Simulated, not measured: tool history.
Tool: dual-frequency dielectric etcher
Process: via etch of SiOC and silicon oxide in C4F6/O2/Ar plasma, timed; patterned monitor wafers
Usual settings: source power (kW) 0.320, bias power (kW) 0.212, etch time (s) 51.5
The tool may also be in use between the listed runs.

| run | hour | source power (kW) | bias power (kW) | etch time (s) | wafers since the last listed run | hours since the last wet clean | hours since the last source power generator calibration | hours since the last bias power generator calibration | hours since the last upper electrode change | hours since the gauge calibration | read-back reference wafer on the same gauge, depth_nm | mean etch depth across the wafer (angstrom) |
|---|---|---|---|---|---|---|---|---|---|---|---|---|
| 1 | 0.0 | 0.290 | 0.212 | 51.5 | 0 | 28.1 | 125.3 | 2203.5 | 5876.7 | 1165.5 | 54.8 | 591 |
| 2 | 56.4 | 0.320 | 0.212 | 51.5 | 625 | 84.5 | 181.7 | 2259.9 | 5933.1 | 1221.9 | 54.8 | 617 |
| 3 | 103.2 | 0.320 | 0.212 | 51.5 | 518 | 131.3 | 228.5 | 2306.7 | 5979.9 | 1268.7 | 54.8 | 619 |
| 4 | 168.9 | 0.350 | 0.212 | 51.5 | 728 | 197.0 | 294.2 | 2372.4 | 6045.6 | 1334.4 | 54.8 | 648 |
|  | 252.1 | gauge calibrated |
| 5 | 336.0 | 0.350 | 0.212 | 51.5 | 1852 | 364.1 | 461.3 | 2539.5 | 6212.7 | 83.9 | 54.8 | 637 |
| 6 | 405.7 | 0.320 | 0.212 | 51.5 | 772 | 433.8 | 531.0 | 2609.2 | 6282.4 | 153.6 | 54.8 | 616 |
|  | 433.0 | bias power generator calibrated |
|  | 444.7 | upper electrode replaced |
|  | 479.1 | wet clean of the chamber |
| 7 | 479.6 | 0.320 | 0.234 | 60.5 | 379 | 0.5 | 604.9 | 46.6 | 34.9 | 227.5 | 54.8 | 740 |
| 8 | 487.1 | 0.260 | 0.265 | 40.0 | 83 | 8.0 | 612.4 | 54.1 | 42.4 | 235.0 | 54.8 | 466 |
| 9 | 533.2 | 0.320 | 0.250 | 51.5 | 511 | 54.1 | 658.5 | 100.2 | 88.5 | 281.1 | 54.8 | 654 |
| 10 | 599.5 | 0.270 | 0.212 | 45.5 | 735 | 120.4 | 724.8 | 166.5 | 154.8 | 347.4 | 54.8 | 495 |
| 11 | 661.6 | 0.320 | 0.212 | 51.5 | 688 | 182.5 | 786.9 | 228.6 | 216.9 | 409.5 | 54.8 | 605 |
| 12 | 728.8 | 0.360 | 0.189 | 46.0 | 745 | 249.7 | 854.1 | 295.8 | 284.1 | 476.7 | 54.8 | 551 |
| 13 | 799.2 | 0.320 | 0.180 | 51.5 | 780 | 320.1 | 924.5 | 366.2 | 354.5 | 547.1 | 54.8 | 576 |
| 14 | 828.0 | 0.320 | 0.212 | 51.5 | 319 | 348.9 | 953.3 | 395.0 | 383.3 | 575.9 | 54.8 | 605 |
| 15 | 872.1 | 0.320 | 0.212 | 51.5 | 488 | 393.0 | 997.4 | 439.1 | 427.4 | 620.0 | 54.8 | 609 |
| 16 | 905.0 | 0.320 | 0.181 | 51.5 | 364 | 425.9 | 1030.3 | 472.0 | 460.3 | 652.9 | 54.8 | 573 |
| 17 | 962.9 | 0.260 | 0.212 | 58.5 | 641 | 483.8 | 1088.2 | 529.9 | 518.2 | 710.8 | 54.8 | 629 |
| 18 | 989.4 | 0.320 | 0.212 | 51.5 | 293 | 510.3 | 1114.7 | 556.4 | 544.7 | 737.3 | 54.8 | 607 |
|  | 1036.5 | wet clean of the chamber |
| 19 | 1052.7 | 0.320 | 0.260 | 42.0 | 435 | 16.2 | 1178.0 | 619.7 | 608.0 | 800.6 | 54.8 | 540 |
| 20 | 1077.1 | 0.250 | 0.241 | 51.5 | 270 | 40.6 | 1202.4 | 644.1 | 632.4 | 825.0 | 54.8 | 574 |
| 21 | 1105.1 | 0.320 | 0.212 | 51.5 | 310 | 68.6 | 1230.4 | 672.1 | 660.4 | 853.0 | 54.8 | 610 |
| 22 | 1141.6 | 0.320 | 0.212 | 51.5 | 404 | 105.1 | 1266.9 | 708.6 | 696.9 | 889.5 | 54.8 | 613 |
| 23 | 1180.2 | 0.390 | 0.212 | 39.0 | 427 | 143.7 | 1305.5 | 747.2 | 735.5 | 928.1 | 54.8 | 508 |
| 24 | 1223.7 | 0.260 | 0.265 | 40.0 | 482 | 187.2 | 1349.0 | 790.7 | 779.0 | 971.6 | 54.9 | 473 |
| 25 | 1290.1 | 0.320 | 0.198 | 51.5 | 736 | 253.6 | 1415.4 | 857.1 | 845.4 | 1038.0 | 54.8 | 596 |
| 26 | 1374.7 | 0.400 | 0.182 | 38.0 | 938 | 338.2 | 1500.0 | 941.7 | 930.0 | 1122.6 | 54.8 | 471 |
| 27 | 1487.0 | 0.320 | 0.212 | 51.5 | 1245 | 450.5 | 1612.3 | 1054.0 | 1042.3 | 1234.9 | 54.8 | 614 |
| 28 | 1548.8 | 0.320 | 0.227 | 51.5 | 685 | 512.3 | 1674.1 | 1115.8 | 1104.1 | 1296.7 | 54.8 | 628 |
| 29 | 1577.2 | 0.320 | 0.212 | 51.5 | 314 | 540.7 | 1702.5 | 1144.2 | 1132.5 | 1325.1 | 54.8 | 621 |

The same runs without the tool's hidden state, with the same run-to-run variation:
The hidden state here: etch rate over this chamber's usual, %; source power that arrives over what is set, %; bias power that arrives over what is set, %; gauge reads high (%).
| run | mean etch depth across the wafer (angstrom) |
|---|---|
| 1 | 580 |
| 2 | 606 |
| 3 | 608 |
| 4 | 636 |
| 5 | 625 |
| 6 | 604 |
| 7 | 741 |
| 8 | 466 |
| 9 | 654 |
| 10 | 494 |
| 11 | 603 |
| 12 | 549 |
| 13 | 573 |
| 14 | 602 |
| 15 | 605 |
| 16 | 569 |
| 17 | 624 |
| 18 | 602 |
| 19 | 536 |
| 20 | 569 |
| 21 | 605 |
| 22 | 607 |
| 23 | 503 |
| 24 | 468 |
| 25 | 589 |
| 26 | 465 |
| 27 | 606 |
| 28 | 620 |
| 29 | 613 |

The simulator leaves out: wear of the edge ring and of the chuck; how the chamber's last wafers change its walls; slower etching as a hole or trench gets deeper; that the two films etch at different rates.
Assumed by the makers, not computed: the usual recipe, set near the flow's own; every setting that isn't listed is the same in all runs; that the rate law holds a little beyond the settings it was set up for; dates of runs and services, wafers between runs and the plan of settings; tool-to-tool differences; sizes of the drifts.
